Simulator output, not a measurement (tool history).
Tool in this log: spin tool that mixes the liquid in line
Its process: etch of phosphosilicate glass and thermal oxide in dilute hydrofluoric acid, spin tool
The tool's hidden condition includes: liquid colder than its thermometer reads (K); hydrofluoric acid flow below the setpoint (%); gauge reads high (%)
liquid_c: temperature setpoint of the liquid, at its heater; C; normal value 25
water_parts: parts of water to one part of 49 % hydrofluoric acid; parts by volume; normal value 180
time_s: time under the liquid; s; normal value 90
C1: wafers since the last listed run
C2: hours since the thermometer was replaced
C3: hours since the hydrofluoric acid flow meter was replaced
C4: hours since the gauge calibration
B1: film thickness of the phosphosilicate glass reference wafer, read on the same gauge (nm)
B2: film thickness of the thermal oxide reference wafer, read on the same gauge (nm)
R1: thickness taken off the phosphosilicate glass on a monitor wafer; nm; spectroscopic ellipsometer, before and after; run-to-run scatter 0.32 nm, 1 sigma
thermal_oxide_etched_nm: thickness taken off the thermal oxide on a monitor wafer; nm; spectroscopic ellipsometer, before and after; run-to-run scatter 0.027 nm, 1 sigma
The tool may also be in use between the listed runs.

{"run": 1, "hour": 0.0, "liquid_c": 23.5, "water_parts": 180, "time_s": 90, "C1": 0, "C2": 506.7, "C3": 1394.6, "C4": 1842.1, "B1": 119.97, "B2": 129.957, "R1": 39.35, "thermal_oxide_etched_nm": 1.989}
{"hour": 13.4, "done": "hydrofluoric acid flow meter replaced"}
{"run": 2, "hour": 91.6, "liquid_c": 22.5, "water_parts": 205, "time_s": 50, "C1": 1139, "C2": 598.3, "C3": 78.2, "C4": 1933.7, "B1": 119.98, "B2": 129.99, "R1": 18.9, "thermal_oxide_etched_nm": 0.926}
{"run": 3, "hour": 171.9, "liquid_c": 28, "water_parts": 180, "time_s": 90, "C1": 1009, "C2": 678.6, "C3": 158.5, "C4": 2014, "B1": 119.98, "B2": 130.049, "R1": 48.07, "thermal_oxide_etched_nm": 2.403}
{"run": 4, "hour": 210.1, "liquid_c": 25, "water_parts": 180, "time_s": 70, "C1": 480, "C2": 716.8, "C3": 196.7, "C4": 2052.2, "B1": 119.97, "B2": 130.052, "R1": 33.28, "thermal_oxide_etched_nm": 1.62}
{"hour": 460.3, "done": "thermometer replaced"}
{"run": 5, "hour": 509.6, "liquid_c": 25, "water_parts": 180, "time_s": 90, "C1": 3754, "C2": 49.3, "C3": 496.2, "C4": 2351.7, "B1": 120.03, "B2": 129.974, "R1": 43.69, "thermal_oxide_etched_nm": 2.233}
{"run": 6, "hour": 588.7, "liquid_c": 25, "water_parts": 225, "time_s": 105, "C1": 994, "C2": 128.4, "C3": 575.3, "C4": 2430.8, "B1": 120.01, "B2": 129.977, "R1": 39.14, "thermal_oxide_etched_nm": 1.942}
{"run": 7, "hour": 669.4, "liquid_c": 26.5, "water_parts": 265, "time_s": 75, "C1": 1014, "C2": 209.1, "C3": 656, "C4": 2511.5, "B1": 119.99, "B2": 130.011, "R1": 23.51, "thermal_oxide_etched_nm": 1.177}
{"hour": 733.5, "done": "gauge calibrated"}
{"run": 8, "hour": 742.4, "liquid_c": 22, "water_parts": 265, "time_s": 70, "C1": 918, "C2": 282.1, "C3": 729, "C4": 8.9, "B1": 119.96, "B2": 129.969, "R1": 18.92, "thermal_oxide_etched_nm": 0.928}
{"run": 9, "hour": 829.9, "liquid_c": 29.5, "water_parts": 95, "time_s": 50, "C1": 1100, "C2": 369.6, "C3": 816.5, "C4": 96.4, "B1": 119.98, "B2": 129.948, "R1": 59.2, "thermal_oxide_etched_nm": 2.947}
{"run": 10, "hour": 875.4, "liquid_c": 25, "water_parts": 180, "time_s": 90, "C1": 572, "C2": 415.1, "C3": 862, "C4": 141.9, "B1": 120.04, "B2": 129.984, "R1": 42.72, "thermal_oxide_etched_nm": 2.122}
{"run": 11, "hour": 916.2, "liquid_c": 22.5, "water_parts": 180, "time_s": 90, "C1": 513, "C2": 455.9, "C3": 902.8, "C4": 182.7, "B1": 120, "B2": 130.046, "R1": 38.72, "thermal_oxide_etched_nm": 1.942}
{"run": 12, "hour": 1009.4, "liquid_c": 25, "water_parts": 180, "time_s": 65, "C1": 1172, "C2": 549.1, "C3": 996, "C4": 275.9, "B1": 119.99, "B2": 129.977, "R1": 29.9, "thermal_oxide_etched_nm": 1.541}
{"run": 13, "hour": 1067.2, "liquid_c": 21.5, "water_parts": 260, "time_s": 135, "C1": 726, "C2": 606.9, "C3": 1053.8, "C4": 333.7, "B1": 120.04, "B2": 130.046, "R1": 35.39, "thermal_oxide_etched_nm": 1.76}
{"run": 14, "hour": 1123.3, "liquid_c": 23.5, "water_parts": 180, "time_s": 115, "C1": 705, "C2": 663, "C3": 1109.9, "C4": 389.8, "B1": 119.96, "B2": 129.993, "R1": 50.15, "thermal_oxide_etched_nm": 2.484}
{"run": 15, "hour": 1221.9, "liquid_c": 21, "water_parts": 155, "time_s": 135, "C1": 1240, "C2": 761.6, "C3": 1208.5, "C4": 488.4, "B1": 119.99, "B2": 130.001, "R1": 63.1, "thermal_oxide_etched_nm": 3.097}
{"run": 16, "hour": 1300.1, "liquid_c": 22, "water_parts": 180, "time_s": 145, "C1": 983, "C2": 839.8, "C3": 1286.7, "C4": 566.6, "B1": 120, "B2": 129.997, "R1": 58.51, "thermal_oxide_etched_nm": 2.939}
{"run": 17, "hour": 1362.7, "liquid_c": 23, "water_parts": 205, "time_s": 90, "C1": 787, "C2": 902.4, "C3": 1349.3, "C4": 629.2, "B1": 119.97, "B2": 129.992, "R1": 31.86, "thermal_oxide_etched_nm": 1.584}
{"run": 18, "hour": 1401.4, "liquid_c": 25, "water_parts": 180, "time_s": 90, "C1": 486, "C2": 941.1, "C3": 1388, "C4": 667.9, "B1": 120.06, "B2": 130.005, "R1": 40.24, "thermal_oxide_etched_nm": 1.939}
{"hour": 1440.2, "done": "hydrofluoric acid flow meter replaced"}
{"run": 19, "hour": 1486.1, "liquid_c": 28.5, "water_parts": 235, "time_s": 55, "C1": 1052, "C2": 1025.8, "C3": 45.9, "C4": 752.6, "B1": 119.98, "B2": 130.017, "R1": 20.8, "thermal_oxide_etched_nm": 1.045}
{"hour": 1566.0, "done": "thermometer replaced"}
{"run": 20, "hour": 1587.2, "liquid_c": 25, "water_parts": 180, "time_s": 90, "C1": 1258, "C2": 21.2, "C3": 147, "C4": 853.7, "B1": 120.03, "B2": 129.979, "R1": 46.02, "thermal_oxide_etched_nm": 2.313}
{"run": 21, "hour": 1675.6, "liquid_c": 27, "water_parts": 180, "time_s": 90, "C1": 1111, "C2": 109.6, "C3": 235.4, "C4": 942.1, "B1": 120.02, "B2": 129.998, "R1": 48.4, "thermal_oxide_etched_nm": 2.358}
{"run": 22, "hour": 1744.6, "liquid_c": 23, "water_parts": 150, "time_s": 40, "C1": 867, "C2": 178.6, "C3": 304.4, "C4": 1011.1, "B1": 119.99, "B2": 129.99, "R1": 22.66, "thermal_oxide_etched_nm": 1.15}
{"run": 23, "hour": 1815.5, "liquid_c": 27.5, "water_parts": 180, "time_s": 40, "C1": 891, "C2": 249.5, "C3": 375.3, "C4": 1082, "B1": 120.04, "B2": 129.975, "R1": 21.69, "thermal_oxide_etched_nm": 1.068}
{"run": 24, "hour": 1853.6, "liquid_c": 25, "water_parts": 180, "time_s": 50, "C1": 479, "C2": 287.6, "C3": 413.4, "C4": 1120.1, "B1": 119.99, "B2": 130.04, "R1": 24.67, "thermal_oxide_etched_nm": 1.224}
{"run": 25, "hour": 1891.9, "liquid_c": 22.5, "water_parts": 145, "time_s": 110, "C1": 481, "C2": 325.9, "C3": 451.7, "C4": 1158.4, "B1": 120.01, "B2": 129.998, "R1": 62.83, "thermal_oxide_etched_nm": 3.158}

Subtracting, for every run, the result it would have given without the tool's unlogged condition from the measured result gives the following. The same run-to-run variation enters both numbers; the gauge's scatter may not:
run=1 R1=-3.96 thermal_oxide_etched_nm=-0.2
run=2 R1=-1.14 thermal_oxide_etched_nm=-0.055
run=3 R1=-3.2 thermal_oxide_etched_nm=-0.16
run=4 R1=-2.42 thermal_oxide_etched_nm=-0.118
run=5 R1=-1.67 thermal_oxide_etched_nm=-0.085
run=6 R1=-1.84 thermal_oxide_etched_nm=-0.092
run=7 R1=-1.3 thermal_oxide_etched_nm=-0.065
run=8 R1=-1.21 thermal_oxide_etched_nm=-0.059
run=9 R1=-4.24 thermal_oxide_etched_nm=-0.211
run=10 R1=-3.33 thermal_oxide_etched_nm=-0.165
run=11 R1=-3.22 thermal_oxide_etched_nm=-0.162
run=12 R1=-2.77 thermal_oxide_etched_nm=-0.143
run=13 R1=-3.55 thermal_oxide_etched_nm=-0.177
run=14 R1=-5.33 thermal_oxide_etched_nm=-0.264
run=15 R1=-7.55 thermal_oxide_etched_nm=-0.371
run=16 R1=-7.48 thermal_oxide_etched_nm=-0.376
run=17 R1=-4.28 thermal_oxide_etched_nm=-0.213
run=18 R1=-5.54 thermal_oxide_etched_nm=-0.268
run=19 R1=-1.78 thermal_oxide_etched_nm=-0.089
run=20 R1=-0.5 thermal_oxide_etched_nm=-0.026
run=21 R1=-0.98 thermal_oxide_etched_nm=-0.047
run=22 R1=-0.62 thermal_oxide_etched_nm=-0.032
run=23 R1=-0.75 thermal_oxide_etched_nm=-0.037
run=24 R1=-0.96 thermal_oxide_etched_nm=-0.047
run=25 R1=-2.73 thermal_oxide_etched_nm=-0.138
